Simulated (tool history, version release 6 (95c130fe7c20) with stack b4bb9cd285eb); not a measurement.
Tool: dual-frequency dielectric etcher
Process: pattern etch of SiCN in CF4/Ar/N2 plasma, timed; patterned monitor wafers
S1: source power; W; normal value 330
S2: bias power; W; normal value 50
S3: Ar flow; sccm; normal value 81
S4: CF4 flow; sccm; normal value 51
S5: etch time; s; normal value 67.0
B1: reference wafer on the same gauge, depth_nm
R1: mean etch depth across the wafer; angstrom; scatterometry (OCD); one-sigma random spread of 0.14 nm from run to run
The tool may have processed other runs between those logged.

run,hour,S1,S2,S3,S4,S5,B1,R1
1,0.0,330,47,81,51,67.0,46.18,400.1
2,36.5,330,50,81,51,67.0,46.19,408.5
3,99.7,330,50,81,51,67.0,46.24,411.3
# hour 135.5: wet clean of the chamber
4,143.1,330,50,81,51,67.0,46.19,397.2
5,173.3,330,50,81,51,67.0,46.21,399.4
6,203.5,330,50,81,59,67.0,46.27,407.6
7,240.8,330,50,81,59,67.0,46.18,406.0
8,280.9,330,50,81,51,67.0,46.17,401.1
9,347.8,330,50,81,51,67.0,46.19,404.5
# hour 379.2: source power generator calibrated
10,418.8,330,50,81,51,67.0,46.15,400.0
# hour 554.7: gauge calibrated
# hour 562.9: wet clean of the chamber
# hour 608.7: upper electrode replaced
11,617.7,330,56,65,43,72.5,46.17,439.1
12,686.7,290,42,97,51,76.5,46.22,386.0
# hour 695.4: Ar flow controller replaced
13,741.7,250,44,95,51,50.5,46.19,235.5
14,768.7,330,50,81,51,67.0,46.22,400.1
15,832.8,250,44,95,51,50.5,46.22,239.0
# hour 877.2: CF4 flow controller replaced
16,886.1,300,44,81,44,75.0,46.23,409.7
17,918.0,360,56,81,46,67.0,46.22,443.5
# hour 927.2: bias power generator calibrated
18,946.7,350,50,81,42,67.0,46.19,420.2
# hour 987.3: wet clean of the chamber
19,995.2,330,50,81,51,67.0,46.18,393.8
20,1042.3,370,40,65,51,67.0,46.17,417.3
21,1218.9,260,50,93,63,77.5,46.21,398.5
22,1272.8,330,61,66,51,79.5,46.23,520.0

Consider 3 possible next runs. They are alternatives, not a sequence: every one starts from the tool as it was left by run 22. What does each give?
A,1273.2,330,50,81,51,83.0,?,?
B,1273.2,300,47,81,51,61.0,?,?
C,1273.2,330,39,101,51,53.0,?,?

run,B1,R1
A,46.20,509.0
B,46.20,344.8
C,46.20,297.0
With no hidden state in the tool, these same runs would have given:
run,R1
A,479.6
B,324.9
C,279.8
